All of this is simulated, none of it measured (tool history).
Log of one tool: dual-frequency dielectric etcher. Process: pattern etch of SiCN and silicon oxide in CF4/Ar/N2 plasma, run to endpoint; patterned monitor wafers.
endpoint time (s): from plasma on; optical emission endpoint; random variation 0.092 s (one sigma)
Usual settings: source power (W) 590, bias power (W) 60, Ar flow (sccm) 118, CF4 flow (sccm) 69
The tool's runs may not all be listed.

run,hour,source power (W),bias power (W),Ar flow (sccm),CF4 flow (sccm),wafers since the last listed run,hours since the last wet clean,hours since the last source power generator calibration,hours since the last bias power generator calibration,hours since the last Ar flow controller change,hours since the last CF4 flow controller change,hours since the last upper electrode change,"incoming incoming film thickness, nm",endpoint time (s)
1,0.0,630,60,124,69,0,502.2,405.9,3257.6,2731.0,373.8,2812.3,17.66,15.9
# hour 10.1: bias power generator calibrated
2,56.9,630,60,124,69,854,559.1,462.8,46.8,2787.9,430.7,2869.2,17.66,15.9
3,142.6,590,60,127,80,1384,644.8,548.5,132.5,2873.6,516.4,2954.9,17.55,16.4
# hour 183.8: wet clean of the chamber
4,219.5,520,60,118,69,854,35.7,625.4,209.4,2950.5,593.3,3031.8,17.67,18.5
5,269.5,590,60,118,69,807,85.7,675.4,259.4,3000.5,643.3,3081.8,17.59,16.7
6,362.3,470,54,118,61,1499,178.5,768.2,352.2,3093.3,736.1,3174.6,17.77,21.2
7,408.3,510,60,118,64,743,224.5,814.2,398.2,3139.3,782.1,3220.6,17.61,18.8
8,506.7,590,54,131,64,1590,322.9,912.6,496.6,3237.7,880.5,3319.0,17.63,17.7
# hour 566.0: upper electrode replaced
9,582.0,590,46,105,69,828,398.2,987.9,571.9,3313.0,955.8,16.0,17.73,18.2
10,666.6,650,47,118,69,1367,482.8,1072.5,656.5,3397.6,1040.4,100.6,17.46,16.8
11,748.8,730,74,118,53,1328,565.0,1154.7,738.7,3479.8,1122.6,182.8,17.67,13.4
12,837.3,450,65,118,53,1430,653.5,1243.2,827.2,3568.3,1211.1,271.3,17.44,20.6
13,900.0,470,60,118,81,1013,716.2,1305.9,889.9,3631.0,1273.8,334.0,17.62,19.8
# hour 940.2: Ar flow controller replaced
# hour 1005.3: wet clean of the chamber
14,1103.9,590,71,131,69,2809,98.6,1509.8,1093.8,163.7,1477.7,537.9,17.51,15.9
15,1148.6,450,60,118,58,722,143.3,1554.5,1138.5,208.4,1522.4,582.6,17.63,21.2
16,1252.6,710,60,118,69,1680,247.3,1658.5,1242.5,312.4,1626.4,686.6,17.68,14.5
17,1322.2,590,60,118,69,1124,316.9,1728.1,1312.1,382.0,1696.0,756.2,17.61,16.8
18,1375.4,590,60,118,63,859,370.1,1781.3,1365.3,435.2,1749.2,809.4,17.79,17.0
19,1464.0,470,60,129,69,1431,458.7,1869.9,1453.9,523.8,1837.8,898.0,17.83,20.6
20,1541.8,590,60,118,69,1257,536.5,1947.7,1531.7,601.6,1915.6,975.8,17.78,17.1
# hour 1643.8: wet clean of the chamber
21,1653.0,590,60,118,69,1409,9.2,2058.9,1642.9,712.8,2026.8,1087.0,17.51,16.7
22,1708.1,590,60,99,69,890,64.3,2114.0,1698.0,767.9,2081.9,1142.1,17.63,16.5
23,1797.8,590,60,118,69,1449,154.0,2203.7,1787.7,857.6,2171.6,1231.8,17.82,17.1
24,1898.8,680,60,130,78,1632,255.0,2304.7,1888.7,958.6,2272.6,1332.8,17.74,15.2
25,1979.2,590,60,106,69,1299,335.4,2385.1,1969.1,1039.0,2353.0,1413.2,17.63,16.7

Some steps in endpoint time (s) between neighbouring runs. How much of each would the tool show without its hidden state too (settings, what came in, random variation), and how much is left for the hidden state, with any gauge scatter that isn't in both results?
The hidden state here: etch rate over this chamber's usual, %; source power that arrives over what is set, %; bias power that arrives over what is set, %; Ar flow that arrives over what is set, %; CF4 flow that arrives over what is set, %.
Run 4 -> 5: source power (W) 520 -> 590. endpoint time (s) -1.8: hidden state +0.1, all else -1.9.
Run 6 -> 7: source power (W) 470 -> 510, bias power (W) 54 -> 60, CF4 flow (sccm) 61 -> 64. endpoint time (s) -2.4: hidden state -0.1, all else -2.3.
Run 11 -> 12: source power (W) 730 -> 450, bias power (W) 74 -> 65. endpoint time (s) +7.2: hidden state +0.1, all else +7.1.
Run 15 -> 16: source power (W) 450 -> 710, CF4 flow (sccm) 58 -> 69. endpoint time (s) -6.7: hidden state +0.0, all else -6.7.

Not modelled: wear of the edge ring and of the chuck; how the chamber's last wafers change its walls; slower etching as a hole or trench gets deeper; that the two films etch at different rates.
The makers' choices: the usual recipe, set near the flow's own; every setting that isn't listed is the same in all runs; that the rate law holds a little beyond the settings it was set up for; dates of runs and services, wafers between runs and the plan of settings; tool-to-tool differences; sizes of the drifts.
